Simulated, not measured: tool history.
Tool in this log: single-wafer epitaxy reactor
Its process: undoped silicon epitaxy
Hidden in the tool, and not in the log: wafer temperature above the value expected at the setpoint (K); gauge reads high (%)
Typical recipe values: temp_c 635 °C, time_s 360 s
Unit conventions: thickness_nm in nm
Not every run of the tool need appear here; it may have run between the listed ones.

| run | hour | temp_c | time_s | wafers since the last listed run | hours since the last pyrometer calibration | hours since the gauge calibration | read-back reference wafer on the same gauge, thickness_nm | thickness_nm |
|---|---|---|---|---|---|---|---|---|
| 1 | 0 | 635 | 360 | 0 | 1257.8 | 149.3 | 32.759 | 41.591 |
|  | 41.2 | pyrometer calibrated |
| 2 | 42.8 | 635 | 360 | 184 | 1.6 | 192.1 | 32.819 | 40.159 |
| 3 | 105.8 | 635 | 360 | 333 | 64.6 | 255.1 | 32.785 | 40.668 |
| 4 | 137.9 | 635 | 360 | 169 | 96.7 | 287.2 | 32.815 | 40.399 |
| 5 | 182.7 | 635 | 360 | 237 | 141.5 | 332 | 32.782 | 40.455 |
| 6 | 224 | 635 | 360 | 218 | 182.8 | 373.3 | 32.788 | 40.333 |
| 7 | 294.2 | 646 | 360 | 371 | 253 | 443.5 | 32.817 | 50.35 |
| 8 | 330.4 | 646 | 360 | 191 | 289.2 | 479.7 | 32.788 | 49.859 |
| 9 | 475.1 | 629 | 407 | 766 | 433.9 | 624.4 | 32.794 | 40.638 |
| 10 | 521.9 | 635 | 360 | 247 | 480.7 | 671.2 | 32.825 | 40.737 |
| 11 | 578.2 | 635 | 360 | 298 | 537 | 727.5 | 32.803 | 40.597 |
| 12 | 613.5 | 635 | 360 | 186 | 572.3 | 762.8 | 32.801 | 40.481 |
| 13 | 654.4 | 635 | 360 | 216 | 613.2 | 803.7 | 32.808 | 40.161 |
| 14 | 679.3 | 635 | 360 | 131 | 638.1 | 828.6 | 32.78 | 40.52 |
| 15 | 769.3 | 635 | 360 | 476 | 728.1 | 918.6 | 32.811 | 40.989 |
|  | 808 | gauge calibrated |
| 16 | 820.1 | 635 | 360 | 268 | 778.9 | 12.1 | 32.795 | 40.742 |
| 17 | 886.1 | 635 | 360 | 349 | 844.9 | 78.1 | 32.765 | 40.554 |
| 18 | 952.2 | 635 | 330 | 349 | 911 | 144.2 | 32.815 | 37.505 |
| 19 | 1001 | 639 | 399 | 258 | 959.8 | 193 | 32.78 | 49.206 |
| 20 | 1062.4 | 630 | 388 | 325 | 1021.2 | 254.4 | 32.795 | 39.734 |
| 21 | 1128.3 | 650 | 332 | 348 | 1087.1 | 320.3 | 32.818 | 50.756 |
| 22 | 1169.4 | 630 | 378 | 217 | 1128.2 | 361.4 | 32.819 | 39.004 |
| 23 | 1233.4 | 623 | 410 | 338 | 1192.2 | 425.4 | 32.775 | 37.12 |
| 24 | 1298.3 | 642 | 429 | 343 | 1257.1 | 490.3 | 32.768 | 56.504 |
| 25 | 1349.8 | 635 | 360 | 272 | 1308.6 | 541.8 | 32.78 | 41.839 |
| 26 | 1393.3 | 635 | 360 | 230 | 1352.1 | 585.3 | 32.8 | 41.561 |
|  | 1422.9 | pyrometer calibrated |
| 27 | 1423.4 | 622 | 360 | 117 | 0.5 | 615.4 | 32.787 | 30.966 |
| 28 | 1557.7 | 650 | 399 | 711 | 134.8 | 749.7 | 32.819 | 61.093 |
| 29 | 1614 | 635 | 360 | 298 | 191.1 | 806 | 32.792 | 40.398 |
| 30 | 1678.3 | 646 | 395 | 340 | 255.4 | 870.3 | 32.821 | 55.377 |
| 31 | 1717.2 | 635 | 360 | 205 | 294.3 | 909.2 | 32.829 | 40.518 |
| 32 | 1794.4 | 635 | 360 | 408 | 371.5 | 986.4 | 32.812 | 40.627 |
| 33 | 1820 | 648 | 412 | 135 | 397.1 | 1012 | 32.819 | 59.972 |
|  | 1844.3 | gauge calibrated |
| 34 | 1860.9 | 647 | 413 | 216 | 438 | 16.6 | 32.806 | 59.595 |
| 35 | 1891.1 | 635 | 404 | 159 | 468.2 | 46.8 | 32.774 | 45.65 |

Consider 3 possible next runs. They are alternatives, not a sequence: every one starts from the tool as it was left by run 35. What does each give?
| A | 1891.6 | 635 | 310 | 2 | 468.7 | 47.3 | ? | ? |
| B | 1891.6 | 622 | 336 | 2 | 468.7 | 47.3 | ? | ? |
| C | 1891.6 | 628 | 323 | 2 | 468.7 | 47.3 | ? | ? |

| run | read-back reference wafer on the same gauge, thickness_nm | thickness_nm |
|---|---|---|
| A | 32.814 | 34.868 |
| B | 32.814 | 28.974 |
| C | 32.814 | 31.514 |
Take away the tool's hidden state, keep each run's random variation, and the runs would have read:
| run | thickness_nm |
|---|---|
| A | 34.785 |
| B | 28.904 |
| C | 31.438 |
